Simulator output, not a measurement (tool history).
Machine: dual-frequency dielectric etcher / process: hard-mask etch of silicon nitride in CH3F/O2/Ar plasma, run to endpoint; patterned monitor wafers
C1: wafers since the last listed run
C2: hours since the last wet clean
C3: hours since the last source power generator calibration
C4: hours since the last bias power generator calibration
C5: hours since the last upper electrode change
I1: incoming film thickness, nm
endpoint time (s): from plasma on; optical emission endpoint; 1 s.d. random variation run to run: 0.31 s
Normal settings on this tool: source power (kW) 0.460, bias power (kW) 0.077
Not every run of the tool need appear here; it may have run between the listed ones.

Run 1, hour 0.0: usual settings; C1 0; C2 330.5; C3 2441.6; C4 3738.9; C5 4054.2; I1 37.71. Result: endpoint time (s) 50.8.
Run 2, hour 12.5: usual settings; C1 118; C2 343.0; C3 2454.1; C4 3751.4; C5 4066.7; I1 38.24. Result: endpoint time (s) 51.7.
Run 3, hour 45.5: usual settings but source power (kW) 0.510; C1 312; C2 376.0; C3 2487.1; C4 3784.4; C5 4099.7; I1 38.01. Result: endpoint time (s) 48.6.
Run 4, hour 67.9: usual settings but source power (kW) 0.510; C1 211; C2 398.4; C3 2509.5; C4 3806.8; C5 4122.1; I1 37.88. Result: endpoint time (s) 48.6.
Run 5, hour 101.0: usual settings; C1 313; C2 431.5; C3 2542.6; C4 3839.9; C5 4155.2; I1 37.87. Result: endpoint time (s) 51.6.
At hour 154.2: wet clean of the chamber.
At hour 155.2: source power generator calibrated.
Run 6, hour 155.7: usual settings; C1 280; C2 1.5; C3 0.5; C4 3894.6; C5 4209.9; I1 38.05. Result: endpoint time (s) 49.3.
Run 7, hour 156.0: usual settings; C1 2; C2 1.8; C3 0.8; C4 3894.9; C5 4210.2; I1 37.69. Result: endpoint time (s) 49.3.
Run 8, hour 175.0: usual settings but source power (kW) 0.550, bias power (kW) 0.086; C1 179; C2 20.8; C3 19.8; C4 3913.9; C5 4229.2; I1 37.87. Result: endpoint time (s) 45.0.
Run 9, hour 195.9: usual settings but source power (kW) 0.560, bias power (kW) 0.096; C1 197; C2 41.7; C3 40.7; C4 3934.8; C5 4250.1; I1 38.00. Result: endpoint time (s) 43.3.
At hour 202.6: bias power generator calibrated.
At hour 235.5: upper electrode replaced.
Run 10, hour 236.0: usual settings but source power (kW) 0.510, bias power (kW) 0.087; C1 114; C2 81.8; C3 80.8; C4 33.4; C5 0.5; I1 38.28. Result: endpoint time (s) 46.6.
Run 11, hour 240.5: usual settings but bias power (kW) 0.088; C1 42; C2 86.3; C3 85.3; C4 37.9; C5 5.0; I1 37.90. Result: endpoint time (s) 48.1.
Run 12, hour 261.8: usual settings; C1 201; C2 107.6; C3 106.6; C4 59.2; C5 26.3; I1 38.12. Result: endpoint time (s) 49.7.
Run 13, hour 283.0: usual settings but bias power (kW) 0.094; C1 200; C2 128.8; C3 127.8; C4 80.4; C5 47.5; I1 38.14. Result: endpoint time (s) 47.4.
Run 14, hour 296.5: usual settings but bias power (kW) 0.093; C1 127; C2 142.3; C3 141.3; C4 93.9; C5 61.0; I1 37.81. Result: endpoint time (s) 47.3.

What differs in the tool's unlogged condition from the final listed run ahead of each entry between runs to the first listed run following it?
Logged between run 5 and run 6: wet clean of the chamber (hour 154.2); source power generator calibrated (hour 155.2)
  etch rate over this chamber's usual, %: -3.82 -> -0.307
  measured result minus the result with no hidden state, endpoint time (s): +2.0 -> +0.1
Logged between run 9 and run 10: bias power generator calibrated (hour 202.6); upper electrode replaced (hour 235.5)
  etch rate over this chamber's usual, %: -0.703 -> -1.1
  measured result minus the result with no hidden state, endpoint time (s): +0.3 -> +0.5
